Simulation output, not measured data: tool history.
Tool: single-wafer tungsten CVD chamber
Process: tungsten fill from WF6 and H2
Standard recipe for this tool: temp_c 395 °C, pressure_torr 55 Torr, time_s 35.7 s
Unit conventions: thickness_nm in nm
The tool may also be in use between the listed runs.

run   hour  temp_c  pressure_torr  time_s  read-back reference wafer on the same gauge, thickness_nm  thickness_nm
  1      0     402             55    35.7                                                    109.991       150.438
  2      7     402             55    35.7                                                    110.021       149.893
  3   15.7     402             55    35.7                                                    110.008       149.998
  4   21.8     395           46.9    31.2                                                    109.988       102.572
  5   30.1     395           46.9    31.2                                                     110.01       102.433
  6   54.1     395             55    39.2                                                    110.012       143.223
  7   70.3     395             55    39.2                                                    109.969        143.29
  8   77.7     388             63    35.7                                                    110.013       121.889
  9   85.3     388             63    35.7                                                    109.998       122.121
 10   91.6     388             63    35.7                                                    109.981       121.694
 11  104.3     395             55    35.7                                                    110.009       130.618
 12  111.7     395             55    35.7                                                    109.979       130.133
 13    133     395             55    35.7                                                    110.035       130.329
 14  141.5     395             55    41.3                                                    109.964       150.945
 15  147.9     395           49.3      32                                                    110.025        108.91
     155.4  -- gauge calibrated
 16  160.2     395           49.5    38.3                                                    109.983       130.877
     173.9  -- showerhead replaced
 17  177.1     395           61.9    30.6                                                    109.978       120.028
     197.6  -- capacitance manometer re-zeroed and calibrated
     199.9  -- thermocouple changed; heater temperature recalibrated
 18  200.4     395           48.3    39.3                                                    110.001       129.622
 19  200.7     390             55    38.7                                                    110.023       125.403
 20  211.7     390           44.6    41.1                                                    109.971       115.305
 21  218.5     395             55    35.7                                                    109.993       128.701
 22  234.2     395             55    35.7                                                    109.995       128.225
 23  250.9     395             55    35.7                                                    109.992        128.23
 24  264.3     402             55    35.7                                                    110.023       147.073
 25  279.3     410             55    35.7                                                    110.039       170.892
 26  289.7     395           61.9    30.6                                                    109.967       117.565
 27  303.1     408           42.1    28.9                                                    109.997       110.726
 28  311.6     395           50.2      30                                                    110.021       101.032
 29  318.1     389           66.4    30.4                                                    110.047        107.14

Here are 5 independent what-if runs from the current tool condition. What would each one return?
  A  318.5     395             55    35.7                                                          ?             ?
  B  318.5     400           64.8    33.7                                                          ?             ?
  C  318.5     401             55    35.7                                                          ?             ?
  D  318.5     395           43.7    33.7                                                          ?             ?
  E  318.5     410           60.1    35.7                                                          ?             ?

run  read-back reference wafer on the same gauge, thickness_nm  thickness_nm
  A                                                    110.014       127.608
  B                                                    110.014       147.244
  C                                                    110.014       144.056
  D                                                    110.014       102.821
  E                                                    110.014       180.652
With the hidden condition removed and each run's random variation left untouched, the same runs would have given:
run  thickness_nm
  A       128.723
  B       148.467
  C       145.254
  D       103.726
  E       182.047

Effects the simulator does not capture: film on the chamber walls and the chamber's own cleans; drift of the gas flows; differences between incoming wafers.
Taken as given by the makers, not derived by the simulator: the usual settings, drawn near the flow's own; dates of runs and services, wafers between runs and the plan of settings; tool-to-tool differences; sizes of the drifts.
